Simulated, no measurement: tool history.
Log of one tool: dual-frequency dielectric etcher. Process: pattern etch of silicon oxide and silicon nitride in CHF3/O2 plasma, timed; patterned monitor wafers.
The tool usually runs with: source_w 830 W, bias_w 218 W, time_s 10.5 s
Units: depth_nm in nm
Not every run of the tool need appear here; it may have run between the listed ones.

run,day,source_w,bias_w,time_s,"read-back reference wafer on the same gauge, depth_nm",depth_nm
1,0.000,830,218,10.5,15.52,19.00
2,1.950,830,218,10.5,15.50,18.94
3,5.767,830,218,10.5,15.50,19.04
# day 7.183: gauge calibrated
4,10.192,830,218,10.5,15.51,19.06
5,12.479,830,218,10.5,15.51,19.04
# day 14.683: wet clean of the chamber
6,18.221,830,218,10.5,15.48,19.09
7,21.196,830,218,10.5,15.50,19.02
8,33.829,830,218,10.5,15.51,19.20
9,38.042,830,218,10.5,15.50,19.27
# day 38.771: source power generator calibrated
10,40.488,830,218,10.5,15.49,18.66
# day 41.717: upper electrode replaced
# day 43.288: wet clean of the chamber
11,43.308,920,173,8.5,15.49,15.22
# day 47.583: bias power generator calibrated
12,50.038,830,185,9.0,15.50,15.54
13,52.854,1020,238,11.5,15.50,22.87
14,56.967,1020,242,9.5,15.49,18.99
15,60.042,830,203,9.5,15.50,16.70
16,62.338,830,218,11.5,15.48,20.55
# day 71.767: gauge calibrated
# day 71.804: wet clean of the chamber
17,73.046,830,218,10.5,15.50,18.84
18,74.950,830,218,10.5,15.51,18.78
19,77.083,830,256,10.5,15.49,19.45
20,80.633,1020,238,12.5,15.51,25.00
21,82.208,830,265,10.5,15.50,19.52
22,84.146,830,239,12.5,15.51,22.91
23,88.292,830,235,9.5,15.51,17.28
24,90.067,830,218,10.5,15.51,18.85
25,91.725,1040,218,12.5,15.50,25.02
26,93.254,680,187,9.5,15.50,14.99
# day 95.158: wet clean of the chamber
27,95.179,830,218,12.5,15.51,22.51
28,98.054,830,218,13.0,15.49,23.30

Forecast each of these 5 alternatives for the next run:
A,98.071,830,176,10.5,?,?
B,98.071,760,203,10.5,?,?
C,98.071,710,218,13.0,?,?
D,98.071,1040,204,13.5,?,?
E,98.071,830,218,9.0,?,?

run,"read-back reference wafer on the same gauge, depth_nm",depth_nm
A,15.50,18.18
B,15.50,17.86
C,15.50,21.67
D,15.50,26.67
E,15.50,16.19
With the hidden condition removed and each run's random variation left untouched, the same runs would have given:
run,depth_nm
A,17.96
B,17.65
C,21.41
D,26.35
E,16.00
